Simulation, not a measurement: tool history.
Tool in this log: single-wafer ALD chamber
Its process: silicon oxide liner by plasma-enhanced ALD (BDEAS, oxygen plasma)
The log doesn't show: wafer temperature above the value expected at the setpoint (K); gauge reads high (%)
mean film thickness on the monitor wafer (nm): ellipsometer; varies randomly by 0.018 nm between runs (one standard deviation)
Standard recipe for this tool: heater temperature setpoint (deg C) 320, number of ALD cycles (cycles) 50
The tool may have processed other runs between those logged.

| run | hour | heater temperature setpoint (deg C) | number of ALD cycles (cycles) | wafers since the last listed run | hours since the last thermocouple change | hours since the gauge calibration | read-back reference wafer on the same gauge, thickness_nm | mean film thickness on the monitor wafer (nm) |
|---|---|---|---|---|---|---|---|---|
| 1 | 0 | 320 | 50 | 0 | 458.6 | 668.8 | 4.101 | 5.065 |
| 2 | 14.3 | 320 | 50 | 134 | 472.9 | 683.1 | 4.1 | 5.065 |
| 3 | 33.9 | 320 | 50 | 184 | 492.5 | 702.7 | 4.104 | 5.029 |
| 4 | 59.9 | 320 | 50 | 245 | 518.5 | 728.7 | 4.11 | 5.063 |
| 5 | 84 | 320 | 50 | 227 | 542.6 | 752.8 | 4.107 | 5.056 |
| 6 | 118.9 | 320 | 57 | 329 | 577.5 | 787.7 | 4.11 | 5.769 |
| 7 | 141.8 | 320 | 57 | 216 | 600.4 | 810.6 | 4.106 | 5.773 |
| 8 | 167.7 | 320 | 50 | 244 | 626.3 | 836.5 | 4.107 | 5.086 |
| 9 | 186.7 | 320 | 50 | 179 | 645.3 | 855.5 | 4.111 | 5.057 |
| 10 | 199.8 | 320 | 50 | 123 | 658.4 | 868.6 | 4.111 | 5.056 |
| 11 | 235.1 | 320 | 50 | 333 | 693.7 | 903.9 | 4.113 | 5.024 |
| 12 | 248.9 | 311 | 47 | 130 | 707.5 | 917.7 | 4.106 | 4.844 |
| 13 | 278.3 | 311 | 47 | 277 | 736.9 | 947.1 | 4.111 | 4.824 |
| 14 | 308 | 320 | 50 | 280 | 766.6 | 976.8 | 4.114 | 5.094 |
| 15 | 339.1 | 320 | 50 | 293 | 797.7 | 1007.9 | 4.117 | 5.063 |
| 16 | 429.1 | 320 | 50 | 849 | 887.7 | 1097.9 | 4.113 | 5.068 |
|  | 464.3 | thermocouple changed; heater temperature recalibrated |
| 17 | 464.8 | 320 | 50 | 261 | 0.5 | 1133.6 | 4.109 | 5.071 |
| 18 | 496.8 | 320 | 50 | 302 | 32.5 | 1165.6 | 4.107 | 5.075 |
|  | 520.4 | gauge calibrated |
| 19 | 531.2 | 320 | 50 | 324 | 66.9 | 10.8 | 4.011 | 4.936 |
| 20 | 543.3 | 320 | 50 | 114 | 79 | 22.9 | 4.02 | 4.977 |
| 21 | 649.7 | 312 | 50 | 1004 | 185.4 | 129.3 | 4.037 | 5.017 |
| 22 | 677.2 | 334 | 40 | 259 | 212.9 | 156.8 | 4.042 | 3.926 |
| 23 | 702 | 320 | 41 | 234 | 237.7 | 181.6 | 4.052 | 4.067 |
| 24 | 722.2 | 320 | 50 | 190 | 257.9 | 201.8 | 4.051 | 5.018 |
| 25 | 741.7 | 308 | 46 | 184 | 277.4 | 221.3 | 4.06 | 4.662 |
| 26 | 762.4 | 320 | 50 | 195 | 298.1 | 242 | 4.062 | 5.026 |
| 27 | 786.8 | 316 | 50 | 230 | 322.5 | 266.4 | 4.059 | 5.026 |
| 28 | 801.3 | 309 | 47 | 136 | 337 | 280.9 | 4.063 | 4.784 |
| 29 | 823.4 | 328 | 42 | 208 | 359.1 | 303 | 4.067 | 4.164 |
| 30 | 859.1 | 320 | 50 | 336 | 394.8 | 338.7 | 4.068 | 5.029 |
| 31 | 877.4 | 328 | 41 | 172 | 413.1 | 357 | 4.072 | 4.056 |
| 32 | 908.9 | 330 | 55 | 297 | 444.6 | 388.5 | 4.07 | 5.386 |
| 33 | 937.9 | 315 | 43 | 273 | 473.6 | 417.5 | 4.078 | 4.363 |
| 34 | 967.4 | 307 | 57 | 278 | 503.1 | 447 | 4.083 | 5.856 |
| 35 | 984.4 | 307 | 53 | 160 | 520.1 | 464 | 4.077 | 5.446 |
| 36 | 998.4 | 320 | 50 | 132 | 534.1 | 478 | 4.08 | 5.013 |
| 37 | 1013.8 | 326 | 53 | 145 | 549.5 | 493.4 | 4.082 | 5.28 |
| 38 | 1066.4 | 313 | 50 | 496 | 602.1 | 546 | 4.081 | 5.06 |
| 39 | 1100 | 315 | 41 | 317 | 635.7 | 579.6 | 4.085 | 4.176 |
| 40 | 1114.5 | 327 | 41 | 136 | 650.2 | 594.1 | 4.087 | 4.089 |
| 41 | 1139.5 | 311 | 44 | 235 | 675.2 | 619.1 | 4.091 | 4.486 |
| 42 | 1152.8 | 330 | 41 | 125 | 688.5 | 632.4 | 4.087 | 4.073 |

Had the tool no unlogged condition, and each run kept its random variation, what would the results have been?
| run | mean film thickness on the monitor wafer (nm) |
|---|---|
| 1 | 4.963 |
| 2 | 4.962 |
| 3 | 4.926 |
| 4 | 4.958 |
| 5 | 4.95 |
| 6 | 5.647 |
| 7 | 5.65 |
| 8 | 4.977 |
| 9 | 4.948 |
| 10 | 4.946 |
| 11 | 4.915 |
| 12 | 4.738 |
| 13 | 4.718 |
| 14 | 4.981 |
| 15 | 4.95 |
| 16 | 4.954 |
| 17 | 4.956 |
| 18 | 4.96 |
| 19 | 4.943 |
| 20 | 4.98 |
| 21 | 4.992 |
| 22 | 3.902 |
| 23 | 4.038 |
| 24 | 4.978 |
| 25 | 4.621 |
| 26 | 4.979 |
| 27 | 4.975 |
| 28 | 4.733 |
| 29 | 4.117 |
| 30 | 4.968 |
| 31 | 4.004 |
| 32 | 5.314 |
| 33 | 4.302 |
| 34 | 5.771 |
| 35 | 5.365 |
| 36 | 4.937 |
| 37 | 5.199 |
| 38 | 4.978 |
| 39 | 4.107 |
| 40 | 4.021 |
| 41 | 4.41 |
| 42 | 4.003 |
